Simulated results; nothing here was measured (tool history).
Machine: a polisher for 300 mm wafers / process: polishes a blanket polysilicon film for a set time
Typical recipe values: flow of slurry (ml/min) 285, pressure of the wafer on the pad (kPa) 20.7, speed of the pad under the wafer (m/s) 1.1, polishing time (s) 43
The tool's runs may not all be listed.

| run | hour | flow of slurry (ml/min) | pressure of the wafer on the pad (kPa) | speed of the pad under the wafer (m/s) | polishing time (s) | incoming thickness of the incoming film, nm | film removed (nm) |
|---|---|---|---|---|---|---|---|
| 1 | 0 | 285 | 20.7 | 1.1 | 43 | 1306.3 | 352.3 |
| 2 | 29.1 | 285 | 20.7 | 1.1 | 43 | 1287.5 | 348.8 |
| 3 | 67.7 | 285 | 20.7 | 1.1 | 43 | 1281.4 | 349.8 |
|  | 78.2 | worn pad replaced by a new one |
| 4 | 104.7 | 285 | 23.4 | 1.38 | 43 | 1291.1 | 511.4 |
| 5 | 137.6 | 285 | 23.4 | 1.38 | 43 | 1318.5 | 506 |
| 6 | 175.7 | 285 | 20.7 | 1.1 | 43 | 1301.6 | 373.7 |
|  | 203.3 | slurry nozzle cleaned |
| 7 | 239.8 | 285 | 20.7 | 1.1 | 43 | 1295.5 | 354 |
| 8 | 308.3 | 285 | 20.7 | 1.1 | 38 | 1309.4 | 313.3 |
| 9 | 335.4 | 285 | 20.7 | 1.1 | 38 | 1264.7 | 317.4 |
| 10 | 378.5 | 285 | 20.7 | 1.1 | 38 | 1290.3 | 316.3 |
| 11 | 413.2 | 215 | 20.7 | 1.1 | 43 | 1295.1 | 349.9 |
| 12 | 439 | 215 | 20.7 | 1.1 | 43 | 1271.4 | 346.9 |
|  | 446.8 | head pressure recalibrated |
| 13 | 488 | 215 | 20.7 | 1.1 | 43 | 1273.3 | 345.3 |
|  | 516.7 | worn pad replaced by a new one |
| 14 | 517.2 | 285 | 20.7 | 1.1 | 43 | 1292.1 | 366.8 |
| 15 | 544.7 | 320 | 20.7 | 1.24 | 43 | 1284.1 | 413.9 |
| 16 | 609.4 | 285 | 20.7 | 1.1 | 43 | 1306.3 | 361.8 |
| 17 | 650.7 | 325 | 13.8 | 1.1 | 43 | 1307.7 | 274.9 |
| 18 | 801.5 | 285 | 15.9 | 1.1 | 50 | 1279.2 | 337.9 |
| 19 | 827 | 285 | 20.7 | 1.1 | 43 | 1283.9 | 357.6 |
| 20 | 871.3 | 285 | 13.8 | 1.1 | 28 | 1281.5 | 171.3 |
| 21 | 943.3 | 285 | 20.7 | 1.1 | 30 | 1272.9 | 248 |
| 22 | 994.8 | 340 | 17.2 | 1.1 | 34 | 1285.4 | 247.3 |
|  | 1034.4 | worn pad replaced by a new one |
| 23 | 1061.1 | 285 | 20.7 | 1.1 | 43 | 1282.6 | 364.9 |
|  | 1086.1 | slurry nozzle cleaned |
| 24 | 1123.5 | 195 | 20.7 | 1.1 | 55 | 1284.8 | 451.1 |
| 25 | 1150.1 | 285 | 18.6 | 0.78 | 43 | 1304.5 | 240.1 |
| 26 | 1196 | 360 | 20.7 | 1.34 | 43 | 1280.5 | 453.2 |
|  | 1244.4 | head pressure recalibrated |
| 27 | 1255.4 | 285 | 24.1 | 1.1 | 32 | 1298.5 | 304.1 |
| 28 | 1281.3 | 365 | 15.9 | 0.9 | 43 | 1308.6 | 248.4 |
| 29 | 1318.3 | 310 | 20.7 | 0.98 | 43 | 1281.6 | 324.5 |
| 30 | 1375.9 | 285 | 20.7 | 1.1 | 43 | 1291 | 362.8 |
| 31 | 1407.2 | 285 | 20.7 | 1.24 | 43 | 1286.3 | 403 |
|  | 1452.2 | worn pad replaced by a new one |
| 32 | 1462.7 | 260 | 17.2 | 1.3 | 28 | 1288 | 247.2 |
| 33 | 1533.5 | 285 | 26.2 | 0.74 | 52 | 1285.3 | 369.2 |
| 34 | 1580.2 | 215 | 20.7 | 0.82 | 43 | 1282.8 | 268.4 |
| 35 | 1629.6 | 185 | 25.5 | 0.92 | 48 | 1291.2 | 377.4 |
| 36 | 1655.8 | 285 | 18.6 | 0.88 | 53 | 1275.5 | 334.7 |
| 37 | 1708.6 | 185 | 25.5 | 0.92 | 48 | 1263.4 | 376.8 |

Hidden state or all else? Some run-to-run changes of film removed (nm), split into what the settings, what came in and random variation would give without the hidden state, and what is left for the hidden state (with any gauge scatter that isn't in both results):
Hidden state at play: removal rate lost through wear of the pad, %; slurry flow missing at the pad, %; deviation of the head's pressure from its setpoint, %.
Run 3 -> 4: pressure of the wafer on the pad (kPa) 20.7 -> 23.4, speed of the pad under the wafer (m/s) 1.1 -> 1.38, worn pad replaced by a new one. film removed (nm) +161.6: hidden state +19.7, all else +141.9.
Run 13 -> 14: flow of slurry (ml/min) 215 -> 285, worn pad replaced by a new one. film removed (nm) +21.5: hidden state +15.8, all else +5.7.
Run 19 -> 20: pressure of the wafer on the pad (kPa) 20.7 -> 13.8, polishing time (s) 43 -> 28. film removed (nm) -186.3: hidden state +5.7, all else -192.
Run 24 -> 25: flow of slurry (ml/min) 195 -> 285, pressure of the wafer on the pad (kPa) 20.7 -> 18.6, speed of the pad under the wafer (m/s) 1.1 -> 0.78, polishing time (s) 55 -> 43. film removed (nm) -211: hidden state +1.9, all else -212.9.
Run 25 -> 26: flow of slurry (ml/min) 285 -> 360, pressure of the wafer on the pad (kPa) 18.6 -> 20.7, speed of the pad under the wafer (m/s) 0.78 -> 1.34. film removed (nm) +213.1: hidden state -5.5, all else +218.6.
Run 31 -> 32: flow of slurry (ml/min) 285 -> 260, pressure of the wafer on the pad (kPa) 20.7 -> 17.2, speed of the pad under the wafer (m/s) 1.24 -> 1.3, polishing time (s) 43 -> 28, worn pad replaced by a new one. film removed (nm) -155.8: hidden state +17.4, all else -173.2.
